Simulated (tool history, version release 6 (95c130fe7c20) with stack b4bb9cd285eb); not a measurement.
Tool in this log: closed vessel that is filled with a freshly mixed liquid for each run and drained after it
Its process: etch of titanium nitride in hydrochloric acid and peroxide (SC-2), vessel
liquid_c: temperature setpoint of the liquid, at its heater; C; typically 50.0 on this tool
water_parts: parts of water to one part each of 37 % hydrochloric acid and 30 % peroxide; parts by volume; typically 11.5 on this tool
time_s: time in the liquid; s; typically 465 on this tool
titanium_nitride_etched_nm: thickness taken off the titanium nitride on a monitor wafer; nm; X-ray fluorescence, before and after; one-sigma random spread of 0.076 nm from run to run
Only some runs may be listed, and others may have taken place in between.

| run | hour | liquid_c | water_parts | time_s | read-back film thickness of the titanium nitride reference wafer, read on the same gauge (nm) | titanium_nitride_etched_nm |
|---|---|---|---|---|---|---|
| 1 | 0.0 | 50.0 | 16.0 | 465 | 150.00 | 6.21 |
| 2 | 83.6 | 50.0 | 14.5 | 465 | 150.00 | 6.80 |
| 3 | 141.1 | 50.0 | 14.5 | 465 | 149.99 | 6.83 |
| 4 | 183.1 | 50.0 | 11.5 | 465 | 150.00 | 8.55 |
| 5 | 236.2 | 50.0 | 11.5 | 465 | 150.02 | 8.51 |
| 6 | 310.0 | 50.0 | 7.0 | 400 | 150.00 | 10.87 |
|  | 337.7 | new drum of peroxide connected |
| 7 | 383.4 | 50.0 | 7.0 | 400 | 149.99 | 11.08 |
| 8 | 429.0 | 50.0 | 11.5 | 465 | 150.01 | 8.37 |
| 9 | 508.0 | 50.0 | 11.5 | 465 | 150.01 | 8.57 |
|  | 533.5 | chemicals flow meter replaced |
| 10 | 606.7 | 50.0 | 11.5 | 465 | 149.99 | 8.62 |
| 11 | 672.5 | 56.0 | 15.5 | 545 | 150.00 | 11.52 |
| 12 | 755.1 | 50.0 | 11.5 | 560 | 150.00 | 10.51 |
| 13 | 807.2 | 50.0 | 11.5 | 465 | 150.00 | 8.63 |
| 14 | 903.7 | 50.0 | 11.5 | 465 | 149.99 | 8.86 |
| 15 | 956.8 | 50.0 | 6.0 | 315 | 149.99 | 10.03 |
|  | 983.4 | new drum of peroxide connected |
| 16 | 1056.1 | 50.0 | 11.5 | 465 | 150.01 | 8.83 |
|  | 1071.8 | gauge calibrated |
| 17 | 1123.9 | 50.0 | 6.5 | 465 | 149.98 | 14.08 |
| 18 | 1168.9 | 50.0 | 14.5 | 465 | 150.01 | 7.16 |
| 19 | 1223.2 | 50.0 | 11.5 | 270 | 150.00 | 5.13 |
| 20 | 1284.9 | 41.5 | 11.5 | 465 | 150.01 | 4.97 |
|  | 1295.3 | thermometer replaced |
| 21 | 1328.9 | 50.0 | 11.5 | 465 | 149.97 | 7.76 |
|  | 1348.8 | chemicals flow meter replaced |
| 22 | 1409.8 | 42.0 | 13.5 | 315 | 149.99 | 2.68 |
| 23 | 1473.8 | 50.0 | 11.5 | 465 | 150.01 | 7.87 |
| 24 | 1525.9 | 44.5 | 14.5 | 385 | 150.01 | 3.71 |
| 25 | 1621.0 | 41.0 | 7.0 | 230 | 150.00 | 3.18 |
|  | 1696.8 | new drum of peroxide connected |
| 26 | 1726.4 | 50.0 | 7.5 | 465 | 149.99 | 11.32 |
| 27 | 1793.3 | 54.0 | 6.0 | 595 | 150.00 | 22.03 |
| 28 | 1860.0 | 41.0 | 16.5 | 465 | 150.00 | 3.15 |
| 29 | 1912.4 | 50.0 | 11.5 | 465 | 150.00 | 7.97 |

Predict each of these 4 candidate next runs independently; none follows another, all start after run 29:
| A | 1913.2 | 42.0 | 11.5 | 465 | ? | ? |
| B | 1913.2 | 57.5 | 6.0 | 585 | ? | ? |
| C | 1913.2 | 41.0 | 11.5 | 715 | ? | ? |
| D | 1913.2 | 57.5 | 5.5 | 655 | ? | ? |

| run | read-back film thickness of the titanium nitride reference wafer, read on the same gauge (nm) | titanium_nitride_etched_nm |
|---|---|---|
| A | 149.98 | 4.69 |
| B | 149.98 | 27.94 |
| C | 149.98 | 6.72 |
| D | 149.98 | 33.37 |
With the hidden condition removed and each run's random variation left untouched, the same runs would have given:
| run | titanium_nitride_etched_nm |
|---|---|
| A | 4.53 |
| B | 27.10 |
| C | 6.49 |
| D | 32.37 |
